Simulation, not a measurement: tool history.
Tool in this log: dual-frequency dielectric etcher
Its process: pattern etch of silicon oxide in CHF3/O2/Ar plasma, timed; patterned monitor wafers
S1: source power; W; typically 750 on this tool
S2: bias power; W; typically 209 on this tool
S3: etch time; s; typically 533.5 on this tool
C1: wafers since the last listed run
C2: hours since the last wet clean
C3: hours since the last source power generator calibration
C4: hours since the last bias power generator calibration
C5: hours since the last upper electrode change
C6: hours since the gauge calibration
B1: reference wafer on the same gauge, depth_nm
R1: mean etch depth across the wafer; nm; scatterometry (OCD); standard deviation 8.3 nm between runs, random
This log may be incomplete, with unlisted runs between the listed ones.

run    hour   S1   S2     S3   C1     C2      C3      C4      C5      C6      B1      R1
  1       0  750  209  533.5    0    0.5   230.1  4294.4  3894.5   195.3  1298.5  1286.9
  2    30.1  750  209  533.5   58   30.6   260.2  4324.5  3924.6   225.4  1302.1  1293.1
  3    67.4  750  209  533.5   72   67.9   297.5  4361.8  3961.9   262.7  1300.3  1272.3
  4   125.3  750  209  533.5  113  125.8   355.4  4419.7  4019.8   320.6  1301.9  1276.6
  5   170.4  750  209  533.5   88  170.9   400.5  4464.8  4064.9   365.7  1297.1  1274.1
  6   218.7  750  209  533.5   94  219.2   448.8  4513.1  4113.2     414  1301.6  1280.2
  7   257.8  890  209    476   76  258.3   487.9  4552.2  4152.3   453.1    1303  1225.8
  8   298.3  750  242    407   79  298.8   528.4  4592.7  4192.8   493.6  1302.5     998
  9   356.5  890  249    413  113    357   586.6  4650.9    4251   551.8  1300.8  1090.6
        404  -- bias power generator calibrated
 10   422.8  930  209  485.5  121  423.3   652.9    18.8  4317.3   618.1  1300.6  1266.1
 11   485.4  750  225  533.5  122  485.9   715.5    81.4  4379.9   680.7  1298.2  1285.6
 12   532.9  750  209  533.5   92  533.4     763   128.9  4427.4   728.2  1303.4  1249.8
      565.5  -- wet clean of the chamber
 13     566  750  209  533.5   17    0.5   796.1     162  4460.5   761.3  1299.8  1290.5
 14   610.9  750  209  469.5   87   45.4     841   206.9  4505.4   806.2  1298.7  1124.7
 15   650.9  750  188  533.5   78   85.4     881   246.9  4545.4   846.2  1300.6  1257.2
 16   677.7  590  209    410   52  112.2   907.8   273.7  4572.2     873  1297.6   876.5
      729.4  -- upper electrode replaced
 17   747.5  750  209  533.5   89    182   977.6   343.5    18.1   942.8  1302.2  1266.7
 18   773.2  750  209  533.5   50  207.7  1003.3   369.2    43.8   968.5    1301  1268.4
 19   840.1  750  180    402  130  274.6  1070.2   436.1   110.7  1035.4  1297.8   930.2
 20   909.8  580  224  533.5  136  344.3  1139.9   505.8   180.4  1105.1  1300.3  1133.5
 21   979.9  750  241  401.5  137  414.4    1210   575.9   250.5  1175.2  1301.7   991.6
 22  1043.8  750  209  659.5  125  478.3  1273.9   639.8   314.4  1239.1  1301.9  1539.6
     1108.2  -- wet clean of the chamber
 23  1108.7  750  209  533.5   80    0.5  1338.8   704.7   379.3    1304  1299.5  1287.6
 24    1121  750  209  533.5   24   12.8  1351.1     717   391.6  1316.3  1297.7  1289.2
 25  1169.5  750  209  533.5   94   61.3  1399.6   765.5   440.1  1364.8  1301.4  1279.1
 26  1195.7  640  246    667   51   87.5  1425.8   791.7   466.3    1391  1298.3    1545
 27  1265.6  750  241  401.5  136  157.4  1495.7   861.6   536.2  1460.9  1299.4  1000.3
 28  1295.2  750  209  533.5   57    187  1525.3   891.2   565.8  1490.5  1299.1  1288.2
 29  1332.4  900  163    663   72  224.2  1562.5   928.4     603  1527.7  1297.4  1635.3

5 options for the next run, each taken on its own from the tool as it stands now. Forecast them:
  A  1333  900  209  533.5   1  224.8  1563.1  929  603.6  1528.3   ?   ?
  B  1333  930  256  533.5   1  224.8  1563.1  929  603.6  1528.3   ?   ?
  C  1333  750  209  450.5   1  224.8  1563.1  929  603.6  1528.3   ?   ?
  D  1333  750  209    432   1  224.8  1563.1  929  603.6  1528.3   ?   ?
  E  1333  940  240  638.5   1  224.8  1563.1  929  603.6  1528.3   ?   ?

run      B1      R1
  A  1301.8  1379.2
  B  1301.8  1475.4
  C  1301.8  1072.7
  D  1301.8  1028.6
  E  1301.8  1743.7
Stripped of hidden state, with their random variation kept, the same runs would have yielded:
run      R1
  A    1408
  B  1506.2
  C  1095.1
  D  1050.1
  E  1780.1

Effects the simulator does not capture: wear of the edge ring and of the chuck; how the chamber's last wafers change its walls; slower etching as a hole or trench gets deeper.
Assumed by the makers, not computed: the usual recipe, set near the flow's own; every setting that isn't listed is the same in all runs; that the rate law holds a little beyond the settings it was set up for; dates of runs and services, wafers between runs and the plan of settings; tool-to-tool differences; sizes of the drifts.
